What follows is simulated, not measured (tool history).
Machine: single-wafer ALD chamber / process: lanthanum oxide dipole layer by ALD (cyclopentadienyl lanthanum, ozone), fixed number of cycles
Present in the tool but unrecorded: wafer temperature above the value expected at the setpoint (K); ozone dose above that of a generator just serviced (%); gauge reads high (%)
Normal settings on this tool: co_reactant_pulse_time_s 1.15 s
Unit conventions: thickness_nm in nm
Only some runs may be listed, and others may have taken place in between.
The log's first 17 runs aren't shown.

run	hour	co_reactant_pulse_time_s	wafers since the last listed run	hours since the last thermocouple change	hours since the last ozone generator service	hours since the showerhead was replaced	hours since the gauge calibration	read-back reference wafer on the same gauge, thickness_nm	thickness_nm
18	476	1.43	499	3058.4	780.3	37.7	764.4	0.48	0.564
# hour 494.8: ozone generator serviced
19	503.8	1.5	337	3086.2	9	65.5	792.2	0.48	0.567
# hour 524.6: thermocouple changed; heater temperature recalibrated
20	535.3	1.4	400	10.7	40.5	97	823.7	0.48	0.563
21	562.1	0.79	456	37.5	67.3	123.8	850.5	0.48	0.424
22	582.6	1.49	349	58	87.8	144.3	871	0.48	0.568
23	610.1	1.15	468	85.5	115.3	171.8	898.5	0.48	0.534
24	624.1	1.15	238	99.5	129.3	185.8	912.5	0.479	0.537
# hour 639.2: gauge calibrated
25	643.6	0.82	332	119	148.8	205.3	4.4	0.481	0.436
26	662.6	1.28	323	138	167.8	224.3	23.4	0.48	0.55
27	680	0.94	296	155.4	185.2	241.7	40.8	0.48	0.485
28	712.5	1.39	554	187.9	217.7	274.2	73.3	0.479	0.562
29	737.5	1	426	212.9	242.7	299.2	98.3	0.479	0.499
30	767.4	0.74	509	242.8	272.6	329.1	128.2	0.479	0.398
31	781.8	1.37	245	257.2	287	343.5	142.6	0.48	0.561
32	804.6	1.56	388	280	309.8	366.3	165.4	0.481	0.574
33	827.2	1.6	385	302.6	332.4	388.9	188	0.48	0.572
34	847.6	0.88	347	323	352.8	409.3	208.4	0.48	0.464

Below are 5 alternative next runs, each starting from the tool's condition after run 34. Predict each:
A	848	1.48	6	323.4	353.2	409.7	208.8	?	?
B	848	0.9	6	323.4	353.2	409.7	208.8	?	?
C	848	0.85	6	323.4	353.2	409.7	208.8	?	?
D	848	0.71	6	323.4	353.2	409.7	208.8	?	?
E	848	1.55	6	323.4	353.2	409.7	208.8	?	?

run	read-back reference wafer on the same gauge, thickness_nm	thickness_nm
A	0.479	0.568
B	0.479	0.47
C	0.479	0.452
D	0.479	0.384
E	0.479	0.572
The same runs, with their run-to-run variation unchanged, on a tool lacking any hidden condition would have given:
run	thickness_nm
A	0.568
B	0.47
C	0.452
D	0.384
E	0.572
